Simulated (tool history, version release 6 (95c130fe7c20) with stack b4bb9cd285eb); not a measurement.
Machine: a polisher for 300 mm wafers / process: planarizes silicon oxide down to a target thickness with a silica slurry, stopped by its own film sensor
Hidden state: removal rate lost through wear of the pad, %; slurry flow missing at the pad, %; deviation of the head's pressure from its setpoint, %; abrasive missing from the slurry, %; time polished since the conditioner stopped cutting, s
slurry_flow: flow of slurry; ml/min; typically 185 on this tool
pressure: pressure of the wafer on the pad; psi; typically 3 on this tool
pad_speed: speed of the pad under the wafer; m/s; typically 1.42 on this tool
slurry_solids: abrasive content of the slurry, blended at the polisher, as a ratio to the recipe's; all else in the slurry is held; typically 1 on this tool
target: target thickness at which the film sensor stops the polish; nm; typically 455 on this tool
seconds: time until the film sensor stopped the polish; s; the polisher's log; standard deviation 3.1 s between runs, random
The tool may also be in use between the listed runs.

run	hour	slurry_flow	pressure	pad_speed	slurry_solids	target	wafers since the last listed run	wafers polished on this pad	hours since the slurry nozzle was cleaned	hours since the head pressure was calibrated	hours since the slurry blender was calibrated	hours since the conditioning disc was replaced	incoming thickness of the incoming film, nm	seconds
1	0	150	3	1.42	1	455	0	68	242.4	96.4	155.3	171	849.6	165.1
2	67.5	150	3	1.42	1	455	476	544	309.9	163.9	222.8	238.5	861.7	164.4
3	130.7	185	3	1.74	1	455	446	990	373.1	227.1	286	301.7	851.2	132.3
4	200.7	185	3	1.74	1	455	494	1485	443.1	297.1	356	371.7	852.5	138.9
# hour 207.4: slurry nozzle cleaned
# hour 247.8: slurry blender recalibrated
5	271.9	185	3	1.42	1	455	481	1966	64.5	368.3	24.1	442.9	860.6	171.6
6	316.5	185	3	1.42	1	455	314	2281	109.1	412.9	68.7	487.5	848.4	166
# hour 392: worn pad replaced by a new one
# hour 398.7: conditioning disc replaced and pad reconditioned
7	411.2	185	3	1.72	1	455	626	121	203.8	507.6	163.4	12.5	849.8	129.6
8	485.9	185	3	1.42	1	455	527	648	278.5	582.3	238.1	87.2	855.5	161.3
9	585.4	185	2.7	1.42	1	455	702	1350	378	681.8	337.6	186.7	852.9	182.9
10	631.6	215	3	1.64	1	532	326	1677	424.2	728	383.8	232.9	843.2	108.2
# hour 694.7: slurry nozzle cleaned
11	716.9	245	3	1.42	1	455	595	2272	22.2	813.3	469.1	318.2	846.6	162.6
# hour 746.4: slurry blender recalibrated
# hour 753: head pressure recalibrated
12	771.3	185	2.3	1.42	1	455	355	2627	76.6	18.3	24.9	372.6	830.8	209.3
# hour 794.8: worn pad replaced by a new one
13	817.8	125	3.7	1.42	0.9	455	300	162	123.1	64.8	71.4	419.1	848	141.1
14	893.8	185	2.5	1.42	1	455	536	698	199.1	140.8	147.4	495.1	867.8	199.9
15	942.9	185	3	1.42	1	455	346	1045	248.2	189.9	196.5	544.2	847	163.5
16	1003.1	205	3.6	1.42	1	388	424	1470	308.4	250.1	256.7	604.4	845.4	153.4
# hour 1007.5: conditioning disc replaced and pad reconditioned
17	1080.5	185	3.6	1.42	1.15	455	532	2002	385.8	327.5	334.1	73	851.3	130.3
# hour 1118.8: slurry nozzle cleaned
# hour 1185.6: slurry blender recalibrated
18	1187.3	220	3	1.7	0.85	347	732	2735	68.5	434.3	1.7	179.8	859.4	206.3
19	1249.5	185	3	1.42	1	455	439	3174	130.7	496.5	63.9	242	858.1	182.5
20	1287.5	170	3	1.8	1	515	268	3442	168.7	534.5	101.9	280	850.4	131.5
# hour 1320.8: worn pad replaced by a new one
21	1345.3	185	2.3	1.42	1	331	379	172	226.5	592.3	159.7	337.8	865.9	288.4
22	1439.6	185	3.6	0.96	1	455	665	838	320.8	686.6	254	432.1	842.3	171.4
# hour 1503.2: conditioning disc replaced and pad reconditioned
# hour 1541.6: slurry nozzle cleaned
23	1605	185	3	1.42	1	455	1146	1984	63.4	852	419.4	101.8	856.5	169
# hour 1648.1: slurry blender recalibrated
# hour 1650.6: head pressure recalibrated
24	1655.2	185	3	1.42	1	455	326	2311	113.6	4.6	7.1	152	857.6	167.6
25	1735.4	145	3	1.74	1.25	411	566	2877	193.8	84.8	87.3	232.2	856.3	161.6
26	1784.5	120	2.3	1.88	1.2	455	346	3223	242.9	133.9	136.4	281.3	853.8	189.6

Branching from run 26: 3 alternative next runs. What would each branch give?
A	1785	165	3	1.42	1	455	3	3227	243.4	134.4	136.9	281.8	842.4	?
B	1785	235	3	1.78	1	581	3	3227	243.4	134.4	136.9	281.8	842.4	?
C	1785	185	3	1.42	1.15	455	3	3227	243.4	134.4	136.9	281.8	842.4	?

run	seconds
A	181.3
B	97
C	167
The same runs, with their run-to-run variation unchanged, on a tool lacking any hidden condition would have given:
run	seconds
A	151.1
B	80.8
C	139.1
